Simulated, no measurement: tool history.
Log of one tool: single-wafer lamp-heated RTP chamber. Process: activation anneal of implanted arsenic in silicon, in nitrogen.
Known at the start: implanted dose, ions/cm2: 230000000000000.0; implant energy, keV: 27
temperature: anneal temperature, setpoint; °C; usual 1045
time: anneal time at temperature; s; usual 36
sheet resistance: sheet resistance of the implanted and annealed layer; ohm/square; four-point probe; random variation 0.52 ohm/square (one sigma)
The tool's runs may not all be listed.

run,hour,temperature,time,"read-back reference wafer on the same gauge, sheet resistance",sheet resistance
1,0,1032,36,315.06,349.99
2,125.9,1032,36,314.95,349.48
3,176.9,1032,36,315.02,349.48
4,230.8,1045,36,315.06,347.33
# hour 243.7: pyrometer window cleaned and pyrometer calibrated
5,256.4,1045,36,315.11,349.11
# hour 332.1: reflector plate cleaned
6,332.6,1045,36,315.04,349.53
7,353.1,1024,36,315.09,352.6
# hour 383.1: gauge calibrated
8,389,1024,36,314.83,351.85
9,421.3,1062,43,314.74,344.82
10,456.6,1073,17,314.99,349.62
11,518.1,1072,36,315.13,343.26
12,578.3,1045,36,315.2,348.57
13,606.4,1045,57,314.99,345.08
14,652.7,1060,17,314.91,351.04
15,687.2,1031,23,314.88,352.21
16,711.3,1045,36,315.02,348.43

Forecast each of these 4 alternatives for the next run:
A,711.7,1017,36,?,?
B,711.7,1062,47,?,?
C,711.7,1037,29,?,?
D,711.7,1037,45,?,?

run,"read-back reference wafer on the same gauge, sheet resistance",sheet resistance
A,314.9,353.1
B,314.9,343.31
C,314.9,351.82
D,314.9,348.83
Without the tool's hidden state the same runs would have given:
run,sheet resistance
A,353.79
B,344.7
C,352.59
D,349.79
